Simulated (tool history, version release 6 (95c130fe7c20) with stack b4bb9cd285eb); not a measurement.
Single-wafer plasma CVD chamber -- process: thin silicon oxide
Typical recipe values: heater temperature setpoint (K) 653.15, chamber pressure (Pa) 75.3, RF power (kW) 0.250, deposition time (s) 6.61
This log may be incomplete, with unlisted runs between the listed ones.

run,hour,heater temperature setpoint (K),chamber pressure (Pa),RF power (kW),deposition time (s),"read-back reference wafer on the same gauge, thickness_nm",mean film thickness on the monitor wafer (angstrom)
1,0.0,653.15,75.3,0.290,6.61,8.658,78.48
2,91.1,653.15,75.3,0.290,6.61,8.660,78.88
3,131.6,662.15,89.5,0.250,6.61,8.681,84.16
4,216.3,657.15,84.7,0.250,6.61,8.669,81.83
5,295.7,657.15,84.7,0.250,6.61,8.666,81.00
# hour 365.1: RF generator calibrated
6,365.6,657.15,84.7,0.250,6.61,8.668,84.22
# hour 446.2: gauge calibrated
7,467.8,653.15,75.3,0.250,6.04,8.666,69.65
8,541.6,653.15,75.3,0.250,6.04,8.674,69.73
9,600.6,653.15,75.3,0.250,6.61,8.676,75.34
10,687.5,653.15,86.1,0.215,6.61,8.664,79.70
11,737.7,653.15,75.3,0.250,6.61,8.667,76.44
# hour 792.0: showerhead replaced
12,824.4,659.15,75.3,0.250,6.61,8.670,76.06
# hour 867.4: capacitance manometer re-zeroed and calibrated
# hour 872.9: thermocouple changed; heater temperature recalibrated
13,873.4,653.15,75.3,0.250,6.61,8.673,71.49
14,898.5,653.15,92.7,0.290,6.61,8.665,91.81
15,992.0,647.15,75.3,0.225,5.88,8.664,61.17
16,1047.1,653.15,75.3,0.250,6.61,8.664,71.51
17,1100.8,653.15,75.3,0.265,6.61,8.663,74.13

Table of differences, measured result less the result of that run with no hidden state. Run-to-run variation is the same in both. Gauge scatter possibly is not:
Hidden conditions of the tool in this case: wafer temperature above the value expected at the setpoint (K); delivered RF power above the setpoint (%); true pressure above the setpoint (%); gauge reads high (%).
run,mean film thickness on the monitor wafer (angstrom)
1,+1.50
2,+1.55
3,+1.37
4,+1.35
5,+1.37
6,+4.20
7,+3.57
8,+3.60
9,+3.91
10,+4.10
11,+4.02
12,+4.03
13,-0.61
14,-0.66
15,-0.47
16,-0.52
17,-0.44
